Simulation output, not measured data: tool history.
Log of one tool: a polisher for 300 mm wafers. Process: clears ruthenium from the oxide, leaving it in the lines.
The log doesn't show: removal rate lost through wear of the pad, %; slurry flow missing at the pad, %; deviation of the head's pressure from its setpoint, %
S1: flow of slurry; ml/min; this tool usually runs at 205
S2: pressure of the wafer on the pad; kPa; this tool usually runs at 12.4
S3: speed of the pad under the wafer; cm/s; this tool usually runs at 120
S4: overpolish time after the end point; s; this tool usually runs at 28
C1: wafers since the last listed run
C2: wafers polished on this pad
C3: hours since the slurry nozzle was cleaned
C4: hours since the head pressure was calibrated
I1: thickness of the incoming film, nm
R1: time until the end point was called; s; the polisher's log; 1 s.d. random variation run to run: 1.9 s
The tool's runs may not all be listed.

run	hour	S1	S2	S3	S4	C1	C2	C3	C4	I1	R1
1	0.0	205	12.4	120	28	0	1296	281.3	66.9	115.4	108.1
# hour 47.0: worn pad replaced by a new one
2	68.9	205	12.4	120	28	354	119	350.2	135.8	114.7	102.7
3	115.5	205	12.4	120	28	254	373	396.8	182.4	115.7	106.0
4	214.3	260	12.4	120	37	539	912	495.6	281.2	113.3	100.5
# hour 355.3: worn pad replaced by a new one
5	489.1	260	12.4	120	37	1477	729	770.4	556.0	114.5	96.6
# hour 542.8: head pressure recalibrated
6	576.8	260	12.4	120	37	467	1197	858.1	34.0	115.2	106.7
# hour 595.0: worn pad replaced by a new one
# hour 618.1: slurry nozzle cleaned
7	667.7	205	15.9	120	28	468	390	49.6	124.9	117.2	84.3
8	744.5	205	10.3	120	28	419	809	126.4	201.7	117.7	126.8
# hour 848.6: worn pad replaced by a new one
9	849.1	205	12.4	120	28	548	2	231.0	306.3	113.5	100.7
10	902.2	205	8.3	96	28	289	292	284.1	359.4	116.2	191.2
11	980.3	180	14.5	120	35	426	718	362.2	437.5	114.4	87.1
12	1045.7	235	12.4	158	19	356	1075	427.6	502.9	115.2	75.5
# hour 1109.4: worn pad replaced by a new one
13	1143.3	180	12.4	120	20	510	185	525.2	600.5	114.9	102.4
14	1254.5	170	16.5	90	35	606	791	636.4	711.7	113.9	102.1
# hour 1262.7: head pressure recalibrated
15	1345.4	235	12.4	158	19	485	1276	727.3	82.7	115.4	80.9

Forecast each of these 3 alternatives for the next run:
A	1345.9	205	12.4	86	28	2	1279	727.8	83.2	116.5	?
B	1345.9	250	15.9	120	28	2	1279	727.8	83.2	116.5	?
C	1345.9	135	15.2	92	28	2	1279	727.8	83.2	116.5	?

run	R1
A	149.8
B	82.5
C	119.6
With the hidden condition removed and each run's random variation left untouched, the same runs would have given:
run	R1
A	157.9
B	87.0
C	126.1

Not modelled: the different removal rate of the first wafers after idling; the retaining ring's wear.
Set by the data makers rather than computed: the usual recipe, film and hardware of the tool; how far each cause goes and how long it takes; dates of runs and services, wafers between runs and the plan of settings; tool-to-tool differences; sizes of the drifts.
